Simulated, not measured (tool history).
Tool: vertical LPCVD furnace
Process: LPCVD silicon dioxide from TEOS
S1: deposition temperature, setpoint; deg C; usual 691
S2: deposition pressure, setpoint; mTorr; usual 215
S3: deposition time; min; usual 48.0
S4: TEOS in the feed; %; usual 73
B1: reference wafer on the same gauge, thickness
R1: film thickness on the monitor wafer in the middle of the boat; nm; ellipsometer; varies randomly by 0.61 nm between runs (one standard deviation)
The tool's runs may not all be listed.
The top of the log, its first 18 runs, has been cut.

run 19 day=42.121 | S1=691 S2=215 S3=48.0 S4=73 | B1=220.07 | R1=237.14
run 20 day=43.246 | S1=691 S2=245 S3=48.0 S4=85 | B1=220.15 | R1=272.44
run 21 day=44.862 | S1=691 S2=215 S3=48.0 S4=73 | B1=219.93 | R1=236.65
run 22 day=46.254 | S1=698 S2=215 S3=33.5 S4=73 | B1=220.03 | R1=195.00
run 23 day=48.412 | S1=691 S2=240 S3=63.5 S4=85 | B1=220.02 | R1=357.42
run 24 day=50.646 | S1=691 S2=215 S3=48.0 S4=73 | B1=220.01 | R1=236.92
run 25 day=52.996 | S1=691 S2=240 S3=48.0 S4=62 | B1=220.07 | R1=229.87
run 26 day=54.196 | S1=691 S2=215 S3=48.0 S4=73 | B1=220.07 | R1=237.12
run 27 day=55.417 | S1=691 S2=215 S3=48.0 S4=73 | B1=220.01 | R1=236.14
run 28 day=57.892 | S1=691 S2=215 S3=61.5 S4=63 | B1=220.04 | R1=281.57
run 29 day=59.792 | S1=679 S2=165 S3=37.5 S4=78 | B1=219.98 | R1=125.24
run 30 day=60.833 | S1=691 S2=215 S3=48.0 S4=73 | B1=220.10 | R1=237.26
run 31 day=62.400 | S1=691 S2=165 S3=48.0 S4=73 | B1=219.97 | R1=207.46

Below are 4 alternative next runs, each starting from the tool's condition after run 31. Predict each:
run A day=62.625 | S1=691 S2=215 S3=48.0 S4=73 | B1=? | R1=?
run B day=62.625 | S1=681 S2=250 S3=41.0 S4=78 | B1=? | R1=?
run C day=62.625 | S1=686 S2=215 S3=60.5 S4=73 | B1=? | R1=?
run D day=62.625 | S1=691 S2=215 S3=29.0 S4=73 | B1=? | R1=?

run=A B1=219.95 R1=236.84
run=B B1=219.95 R1=177.68
run=C B1=219.95 R1=265.01
run=D B1=219.95 R1=143.09
Stripped of hidden state, with their random variation kept, the same runs would have yielded:
run=A R1=237.64
run=B R1=178.07
run=C R1=265.89
run=D R1=143.57

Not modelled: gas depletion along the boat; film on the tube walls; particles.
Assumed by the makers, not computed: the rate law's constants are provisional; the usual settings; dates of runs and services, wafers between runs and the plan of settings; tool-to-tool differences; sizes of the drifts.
